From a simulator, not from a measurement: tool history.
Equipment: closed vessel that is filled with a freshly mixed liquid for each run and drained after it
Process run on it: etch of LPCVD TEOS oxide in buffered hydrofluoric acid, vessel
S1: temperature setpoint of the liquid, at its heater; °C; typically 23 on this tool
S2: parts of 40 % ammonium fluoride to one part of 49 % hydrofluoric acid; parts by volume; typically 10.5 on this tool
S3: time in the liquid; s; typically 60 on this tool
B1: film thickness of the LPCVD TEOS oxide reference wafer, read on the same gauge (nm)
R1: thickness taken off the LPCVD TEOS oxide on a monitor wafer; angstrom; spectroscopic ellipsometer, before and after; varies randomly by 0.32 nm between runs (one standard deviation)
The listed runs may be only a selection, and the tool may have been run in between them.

| run | hour | S1 | S2 | S3 | B1 | R1 |
|---|---|---|---|---|---|---|
| 1 | 0 | 23 | 10.5 | 65 | 60.71 | 970.8 |
| 2 | 15.2 | 23 | 10.5 | 65 | 60.75 | 971.1 |
| 3 | 27.8 | 23 | 10.5 | 65 | 60.76 | 965.5 |
| 4 | 41.7 | 26 | 10.5 | 60 | 60.77 | 1051.1 |
| 5 | 61.2 | 26 | 10.5 | 60 | 60.78 | 1054.2 |
| 6 | 81.5 | 23 | 10.5 | 60 | 60.8 | 887.3 |
| 7 | 106.3 | 23 | 10.5 | 60 | 60.77 | 896.5 |
|  | 142.5 | gauge calibrated |
|  | 146.2 | hydrofluoric acid flow meter replaced |
| 8 | 191.7 | 23 | 10.5 | 60 | 60.29 | 888.7 |
|  | 196.8 | thermometer replaced |
| 9 | 225.9 | 23 | 10.5 | 60 | 60.42 | 888.6 |
| 10 | 246.1 | 23 | 10.5 | 60 | 60.49 | 891.3 |
| 11 | 262.6 | 26.5 | 8.5 | 60 | 60.53 | 1283.3 |
| 12 | 275.3 | 18 | 10.5 | 60 | 60.54 | 675.4 |
| 13 | 297.7 | 23 | 10.5 | 60 | 60.61 | 891.1 |
| 14 | 326.5 | 19.5 | 8.5 | 30 | 60.64 | 435.4 |
| 15 | 346.5 | 19 | 12 | 30 | 60.66 | 310.2 |
| 16 | 380.3 | 24.5 | 12.5 | 80 | 60.68 | 1089.2 |
|  | 397.2 | gauge calibrated |
| 17 | 410.1 | 24.5 | 7.5 | 60 | 60.03 | 1303.9 |
| 18 | 427.1 | 20 | 10.5 | 85 | 60.11 | 1067.8 |
| 19 | 457.1 | 26 | 10.5 | 90 | 60.26 | 1553.7 |

Consider 4 possible next runs. They are alternatives, not a sequence: every one starts from the tool as it was left by run 19. What does each give?
| A | 457.8 | 23 | 10.5 | 60 | ? | ? |
| B | 457.8 | 18.5 | 10.5 | 60 | ? | ? |
| C | 457.8 | 21 | 14.5 | 75 | ? | ? |
| D | 457.8 | 27 | 10.5 | 30 | ? | ? |

| run | B1 | R1 |
|---|---|---|
| A | 60.24 | 884.3 |
| B | 60.24 | 688.2 |
| C | 60.24 | 721.7 |
| D | 60.24 | 549.2 |
Had the tool no hidden state, the same runs would have come out as:
| run | R1 |
|---|---|
| A | 880.6 |
| B | 685.3 |
| C | 718.6 |
| D | 546.8 |
